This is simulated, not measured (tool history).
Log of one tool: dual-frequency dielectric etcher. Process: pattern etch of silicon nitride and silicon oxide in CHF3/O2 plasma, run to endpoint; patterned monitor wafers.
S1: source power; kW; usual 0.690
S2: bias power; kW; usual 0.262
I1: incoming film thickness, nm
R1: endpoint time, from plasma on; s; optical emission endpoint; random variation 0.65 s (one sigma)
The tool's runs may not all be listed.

run	hour	S1	S2	I1	R1
1	0.0	0.690	0.233	225.6	148.8
2	11.9	0.690	0.233	226.3	148.3
3	18.2	0.820	0.262	224.4	127.4
4	30.8	0.820	0.262	224.6	128.5
5	41.0	0.820	0.262	227.0	129.5
6	56.4	0.690	0.262	225.9	142.9
7	70.7	0.690	0.262	225.7	143.5
8	78.0	0.690	0.262	225.3	141.9
9	93.4	0.690	0.262	226.5	142.7
10	110.5	0.750	0.262	226.1	136.1
11	116.5	0.690	0.286	225.6	137.7
12	126.0	0.690	0.286	225.7	137.3
# hour 143.2: source power generator calibrated
# hour 161.3: upper electrode replaced, of another model than before
# hour 162.6: bias power generator calibrated
13	163.1	0.610	0.204	227.7	200.7
14	163.4	0.840	0.219	227.6	138.7
15	167.7	0.690	0.262	224.3	144.1
# hour 198.3: wet clean of the chamber
16	198.8	0.690	0.262	227.7	137.1
17	199.2	0.770	0.289	224.8	115.7
18	199.5	0.690	0.262	230.2	139.3
19	213.6	0.590	0.319	227.5	144.0
20	244.6	0.690	0.262	222.4	135.6
21	256.9	0.800	0.262	225.1	120.2
22	265.8	0.750	0.211	225.1	148.6
23	273.4	0.800	0.311	224.6	108.1
24	288.6	0.730	0.262	226.7	132.2
25	298.9	0.690	0.202	225.5	166.5

5 ways to go on from here, each from the tool as it stands after run 25. What would each give?
A	299.4	0.690	0.200	227.9	?
B	299.4	0.590	0.311	227.9	?
C	299.4	0.690	0.230	227.9	?
D	299.4	0.570	0.262	227.9	?
E	299.4	0.740	0.302	227.9	?

run	R1
A	169.9
B	147.9
C	152.3
D	173.8
E	118.8
Without the tool's hidden state the same runs would have given:
run	R1
A	168.9
B	146.9
C	151.4
D	172.7
E	118.1

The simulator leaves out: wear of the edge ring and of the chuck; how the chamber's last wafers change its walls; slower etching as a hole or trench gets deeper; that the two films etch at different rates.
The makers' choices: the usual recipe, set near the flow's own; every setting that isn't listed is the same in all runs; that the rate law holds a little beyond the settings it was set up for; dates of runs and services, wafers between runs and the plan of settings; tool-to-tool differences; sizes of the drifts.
